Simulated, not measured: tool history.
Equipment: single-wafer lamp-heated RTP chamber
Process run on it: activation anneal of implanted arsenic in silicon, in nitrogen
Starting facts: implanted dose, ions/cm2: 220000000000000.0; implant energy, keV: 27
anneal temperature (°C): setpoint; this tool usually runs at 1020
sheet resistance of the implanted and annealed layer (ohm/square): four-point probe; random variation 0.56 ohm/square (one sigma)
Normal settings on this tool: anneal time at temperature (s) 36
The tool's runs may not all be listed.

run	hour	anneal temperature (°C)	anneal time at temperature (s)	wafers since the last listed run	wafers since the last pyrometer calibration	wafers since the reflector plate was cleaned	hours since the gauge calibration	read-back reference wafer on the same gauge, sheet resistance	sheet resistance of the implanted and annealed layer (ohm/square)
1	0.0	1028	36	0	1022	7021	514.0	375.54	369.46
# hour 0.2: gauge calibrated
2	17.0	1028	36	184	1206	7206	16.8	380.16	373.79
3	45.1	1020	36	304	1511	7510	44.9	380.14	373.25
# hour 67.0: pyrometer window cleaned and pyrometer calibrated
4	112.7	1020	36	645	495	8156	112.5	379.89	374.36
5	131.6	1013	36	204	700	8361	131.4	379.65	374.89
6	152.5	1013	36	226	926	8587	152.3	379.61	375.88
7	174.9	1013	36	242	1169	8830	174.7	379.36	374.60
8	195.5	1020	36	223	1392	9053	195.3	379.32	373.52
9	215.5	1020	36	216	1609	9270	215.3	379.05	373.37
# hour 236.6: pyrometer window cleaned and pyrometer calibrated
10	237.1	1020	36	147	5	9417	236.9	378.84	373.70
# hour 253.4: reflector plate cleaned
11	263.0	1037	36	193	199	103	262.8	378.55	371.36
12	369.9	1040	36	1158	1357	1262	369.7	376.79	368.54
13	390.1	1009	45	218	1576	1481	389.9	376.38	370.77
# hour 412.1: pyrometer window cleaned and pyrometer calibrated
14	417.6	1046	36	211	59	1692	417.4	375.89	365.27
15	451.1	1028	21	362	422	2055	450.9	375.21	370.31
16	474.0	1034	36	248	670	2303	473.8	374.72	367.67

Expected results for the next run?
17	500.7	1020	36	289	960	2592	500.5	?	?

Run 17 gave read-back reference wafer on the same gauge, sheet resistance 374.01, sheet resistance of the implanted and annealed layer (ohm/square) 368.62.
Without the tool's hidden state the same run would have given sheet resistance of the implanted and annealed layer (ohm/square) 375.49.
